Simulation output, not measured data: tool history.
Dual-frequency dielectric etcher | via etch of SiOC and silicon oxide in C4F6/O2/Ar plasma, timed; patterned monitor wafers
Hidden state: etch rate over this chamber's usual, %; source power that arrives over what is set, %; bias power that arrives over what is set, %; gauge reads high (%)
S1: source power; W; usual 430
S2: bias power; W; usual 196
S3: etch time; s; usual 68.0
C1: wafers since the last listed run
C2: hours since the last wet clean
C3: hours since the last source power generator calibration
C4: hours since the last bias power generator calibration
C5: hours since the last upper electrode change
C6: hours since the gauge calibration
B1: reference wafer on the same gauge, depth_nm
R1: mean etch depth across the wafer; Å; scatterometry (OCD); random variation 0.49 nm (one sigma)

run   hour   S1   S2    S3    C1     C2      C3      C4      C5     C6    B1   R1
  1    0.0  430  196  68.0     0  270.1  1573.0  2867.4  4416.4  579.4  73.7  864
      38.3  -- gauge calibrated
  2   90.6  430  196  68.0  1314  360.7  1663.6  2958.0  4507.0   52.3  73.9  858
  3  173.9  430  196  68.0  1208  444.0  1746.9  3041.3  4590.3  135.6  73.5  844
     199.6  -- wet clean of the chamber
  4  233.1  390  196  58.0   510   33.5  1806.1  3100.5  4649.5  194.8  73.7  712
     294.9  -- upper electrode replaced, of another model than before
  5  312.1  430  196  68.0   797  112.5  1885.1  3179.5    17.2  273.8  73.6  872
  6  355.9  430  196  68.0   635  156.3  1928.9  3223.3    61.0  317.6  73.7  867
  7  459.1  430  196  68.0  1497  259.5  2032.1  3326.5   164.2  420.8  73.6  852
  8  505.7  470  160  68.0   676  306.1  2078.7  3373.1   210.8  467.4  73.4  837
  9  584.8  430  196  68.0  1147  385.2  2157.8  3452.2   289.9  546.5  73.6  852
     620.5  -- bias power generator calibrated
     631.2  -- gauge calibrated
     632.8  -- wet clean of the chamber
 10  673.0  430  161  68.0  1043   40.2  2246.0    52.5   378.1   41.8  73.7  839
     762.9  -- source power generator calibrated
 11  766.2  460  196  75.0  1294  133.4     3.3   145.7   471.3  135.0  73.7  982
 12  811.0  430  196  68.0   649  178.2    48.1   190.5   516.1  179.8  73.5  863
 13  869.9  510  174  59.5   854  237.1   107.0   249.4   575.0  238.7  73.6  761
 14  918.9  490  223  53.5   710  286.1   156.0   298.4   624.0  287.7  73.8  717
 15  978.4  430  147  48.5   863  345.6   215.5   357.9   683.5  347.2  73.4  572

The same runs without the tool's hidden state, with the same run-to-run variation:
run    R1
  1   887
  2   890
  3   883
  4   715
  5   884
  6   882
  7   877
  8   866
  9   888
 10   851
 11  1005
 12   888
 13   788
 14   746
 15   599
